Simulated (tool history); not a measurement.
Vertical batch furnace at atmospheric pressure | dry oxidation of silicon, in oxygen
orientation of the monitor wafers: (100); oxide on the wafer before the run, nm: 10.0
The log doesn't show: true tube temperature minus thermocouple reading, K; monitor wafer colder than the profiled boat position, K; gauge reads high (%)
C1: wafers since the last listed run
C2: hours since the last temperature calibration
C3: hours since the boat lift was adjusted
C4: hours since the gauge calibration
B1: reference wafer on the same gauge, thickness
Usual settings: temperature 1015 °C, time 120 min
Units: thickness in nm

Run 1, hour 0: usual settings but time 153.5 min; C1 0; C2 2240.1; C3 3478.5; C4 534; B1 93.47. Result: thickness 116.91 nm.
Run 2, hour 48.7: usual settings but time 153.5 min; C1 864; C2 2288.8; C3 3527.2; C4 582.7; B1 93.41. Result: thickness 116.43 nm.
Run 3, hour 152.7: usual settings but time 153.5 min; C1 1845; C2 2392.8; C3 3631.2; C4 686.7; B1 93.45. Result: thickness 116.98 nm.
Run 4, hour 211.3: usual settings but temperature 1026 °C, time 161 min; C1 1040; C2 2451.4; C3 3689.8; C4 745.3; B1 93.41. Result: thickness 132.4 nm.
Run 5, hour 273: usual settings but temperature 1026 °C, time 161 min; C1 1095; C2 2513.1; C3 3751.5; C4 807; B1 93.36. Result: thickness 132.48 nm.
Run 6, hour 305.4: usual settings; C1 575; C2 2545.5; C3 3783.9; C4 839.4; B1 93.48. Result: thickness 99.71 nm.
Run 7, hour 401.8: usual settings; C1 1711; C2 2641.9; C3 3880.3; C4 935.8; B1 93.48. Result: thickness 99.76 nm.
Run 8, hour 437: usual settings; C1 624; C2 2677.1; C3 3915.5; C4 971; B1 93.38. Result: thickness 100.38 nm.
Run 9, hour 479.3: usual settings; C1 750; C2 2719.4; C3 3957.8; C4 1013.3; B1 93.34. Result: thickness 99.56 nm.
Run 10, hour 549.1: usual settings; C1 1238; C2 2789.2; C3 4027.6; C4 1083.1; B1 93.35. Result: thickness 100.09 nm.
Run 11, hour 592: usual settings; C1 761; C2 2832.1; C3 4070.5; C4 1126; B1 93.32. Result: thickness 100.22 nm.
Run 12, hour 648.9: usual settings but temperature 1027 °C; C1 1009; C2 2889; C3 4127.4; C4 1182.9; B1 93.43. Result: thickness 110.86 nm.
Run 13, hour 681: usual settings but temperature 1027 °C; C1 569; C2 2921.1; C3 4159.5; C4 1215; B1 93.35. Result: thickness 111.14 nm.
At hour 704.2: gauge calibrated.
Run 14, hour 733.1: usual settings but temperature 1027 °C; C1 924; C2 2973.2; C3 4211.6; C4 28.9; B1 93.36. Result: thickness 111.13 nm.
Run 15, hour 772.7: usual settings; C1 702; C2 3012.8; C3 4251.2; C4 68.5; B1 93.41. Result: thickness 100.68 nm.
Run 16, hour 831.4: usual settings; C1 1041; C2 3071.5; C3 4309.9; C4 127.2; B1 93.34. Result: thickness 100.8 nm.
Run 17, hour 886: usual settings but temperature 1025 °C, time 85.5 min; C1 969; C2 3126.1; C3 4364.5; C4 181.8; B1 93.31. Result: thickness 88.02 nm.
Run 18, hour 928.6: usual settings but temperature 1032 °C, time 154 min; C1 756; C2 3168.7; C3 4407.1; C4 224.4; B1 93.46. Result: thickness 137.17 nm.
At hour 987.1: thermocouples replaced and temperature profile calibrated.
Run 19, hour 987.6: usual settings but time 66.5 min; C1 621; C2 0.5; C3 4466.1; C4 283.4; B1 93.45. Result: thickness 65.86 nm.
Run 20, hour 1037: usual settings but temperature 1001 °C, time 180 min; C1 876; C2 49.9; C3 4515.5; C4 332.8; B1 93.31. Result: thickness 111.29 nm.
Run 21, hour 1075: usual settings but temperature 1032 °C, time 154 min; C1 674; C2 87.9; C3 4553.5; C4 370.8; B1 93.44. Result: thickness 131.7 nm.
Run 22, hour 1132: usual settings but temperature 993 °C, time 71.5 min; C1 1011; C2 144.9; C3 4610.5; C4 427.8; B1 93.35. Result: thickness 56.27 nm.
Run 23, hour 1164: usual settings; C1 567; C2 176.9; C3 4642.5; C4 459.8; B1 93.43. Result: thickness 96.82 nm.
Run 24, hour 1208.1: usual settings but temperature 1024 °C, time 72.5 min; C1 782; C2 221; C3 4686.6; C4 503.9; B1 93.44. Result: thickness 75.49 nm.
At hour 1263.6: boat lift adjusted.
Run 25, hour 1277.4: usual settings but temperature 990 °C, time 163 min; C1 804; C2 290.3; C3 13.8; C4 573.2; B1 93.42. Result: thickness 94.63 nm.
Run 26, hour 1305: usual settings; C1 489; C2 317.9; C3 41.4; C4 600.8; B1 93.41. Result: thickness 96.54 nm.
Run 27, hour 1352.8: usual settings but temperature 1035 °C, time 161.5 min; C1 848; C2 365.7; C3 89.2; C4 648.6; B1 93.41. Result: thickness 139.64 nm.
Run 28, hour 1385: usual settings but temperature 1027 °C, time 78.5 min; C1 571; C2 397.9; C3 121.4; C4 680.8; B1 93.45. Result: thickness 81.51 nm.
Run 29, hour 1418.7: usual settings but temperature 1039 °C, time 104.5 min; C1 598; C2 431.6; C3 155.1; C4 714.5; B1 93.42. Result: thickness 108.47 nm.
Run 30, hour 1478: usual settings but temperature 1001 °C, time 96.5 min; C1 1052; C2 490.9; C3 214.4; C4 773.8; B1 93.39. Result: thickness 73.73 nm.
Run 31, hour 1524.4: usual settings but temperature 998 °C, time 179.5 min; C1 823; C2 537.3; C3 260.8; C4 820.2; B1 93.39. Result: thickness 108.86 nm.
Run 32, hour 1586: usual settings but temperature 1039 °C, time 162 min; C1 1093; C2 598.9; C3 322.4; C4 881.8; B1 93.4. Result: thickness 144.18 nm.

Measured less the same run without the tool's hidden state. The same run-to-run variation is in both; the gauge's scatter may not be:
run  thickness
  1      +3.05
  2      +3.14
  3      +3.36
  4      +3.74
  5      +3.88
  6      +3.18
  7      +3.37
  8      +3.46
  9      +3.51
 10      +3.68
 11      +3.76
 12       +4.1
 13      +4.19
 14       +4.3
 15      +4.17
 16       +4.3
 17      +3.78
 18      +5.65
 19       +0.1
 20      +0.18
 21      +0.19
 22       +0.1
 23      +0.17
 24      +0.13
 25      +0.17
 26      +0.19
 27      +0.26
 28      +0.18
 29      +0.23
 30      +0.19
 31       +0.3
 32      +0.38

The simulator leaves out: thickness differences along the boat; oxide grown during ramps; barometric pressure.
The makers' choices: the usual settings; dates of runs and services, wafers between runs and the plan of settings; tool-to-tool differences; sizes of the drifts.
